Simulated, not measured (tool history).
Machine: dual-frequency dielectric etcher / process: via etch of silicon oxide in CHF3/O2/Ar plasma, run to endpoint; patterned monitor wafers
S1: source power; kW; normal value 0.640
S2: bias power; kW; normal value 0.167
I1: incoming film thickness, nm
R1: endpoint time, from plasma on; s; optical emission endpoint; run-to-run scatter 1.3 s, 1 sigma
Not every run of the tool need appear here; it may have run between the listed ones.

Run 1, hour 0.0: usual settings; I1 454.7. Result: R1 204.4 s.
Run 2, hour 33.1: usual settings; I1 453.9. Result: R1 202.4 s.
Run 3, hour 56.1: usual settings; I1 453.7. Result: R1 201.3 s.
Run 4, hour 82.7: usual settings but S1 0.740 kW; I1 453.1. Result: R1 190.7 s.
Run 5, hour 98.8: usual settings but S1 0.740 kW; I1 448.0. Result: R1 188.4 s.
Run 6, hour 130.1: usual settings but S2 0.135 kW; I1 451.9. Result: R1 211.8 s.
Run 7, hour 152.3: usual settings but S2 0.135 kW; I1 453.4. Result: R1 213.4 s.
Run 8, hour 187.1: usual settings but S1 0.680 kW, S2 0.158 kW; I1 450.3. Result: R1 198.9 s.
Run 9, hour 219.9: usual settings but S1 0.680 kW, S2 0.158 kW; I1 450.6. Result: R1 196.7 s.
At hour 248.0: wet clean of the chamber.
Run 10, hour 248.5: usual settings; I1 455.4. Result: R1 209.2 s.
Run 11, hour 257.5: usual settings; I1 452.5. Result: R1 205.9 s.
At hour 286.4: bias power generator calibrated.
Run 12, hour 286.9: usual settings but S1 0.800 kW, S2 0.208 kW; I1 451.6. Result: R1 177.0 s.
At hour 344.4: source power generator calibrated.
Run 13, hour 387.2: usual settings but S1 0.480 kW, S2 0.178 kW; I1 451.0. Result: R1 213.9 s.
Run 14, hour 410.7: usual settings but S1 0.760 kW, S2 0.141 kW; I1 453.4. Result: R1 201.0 s.
Run 15, hour 424.4: usual settings but S1 0.490 kW; I1 455.0. Result: R1 219.7 s.
Run 16, hour 438.1: usual settings but S1 0.730 kW, S2 0.142 kW; I1 447.3. Result: R1 200.0 s.
At hour 480.6: upper electrode replaced.
Run 17, hour 481.1: usual settings; I1 450.4. Result: R1 199.2 s.
Run 18, hour 481.5: usual settings but S1 0.700 kW; I1 448.8. Result: R1 193.5 s.
Run 19, hour 494.8: usual settings; I1 448.2. Result: R1 199.0 s.
Run 20, hour 517.2: usual settings but S1 0.760 kW; I1 450.3. Result: R1 189.2 s.
Run 21, hour 546.6: usual settings but S1 0.760 kW, S2 0.141 kW; I1 450.8. Result: R1 199.4 s.
Run 22, hour 564.6: usual settings; I1 450.9. Result: R1 196.5 s.
Run 23, hour 619.9: usual settings but S1 0.780 kW, S2 0.145 kW; I1 454.8. Result: R1 194.7 s.

Below, some changes in R1 between adjacent runs. For each, the amount present without the hidden state too (settings, incoming material, random variation) and the amount remaining for the hidden state with gauge scatter not shared by both compared results:
Hidden state present: etch rate over this chamber's usual, %; source power that arrives over what is set, %; bias power that arrives over what is set, %.
Run 9 -> 10: S1 0.680 -> 0.640, S2 0.158 -> 0.167, wet clean of the chamber. R1 +12.5 s: hidden state +7.1, all else +5.4.
Run 11 -> 12: S1 0.640 -> 0.800, S2 0.167 -> 0.208, bias power generator calibrated. R1 -28.9 s: hidden state -0.3, all else -28.6.
Run 12 -> 13: S1 0.800 -> 0.480, S2 0.208 -> 0.178, source power generator calibrated. R1 +36.9 s: hidden state -2.6, all else +39.5.
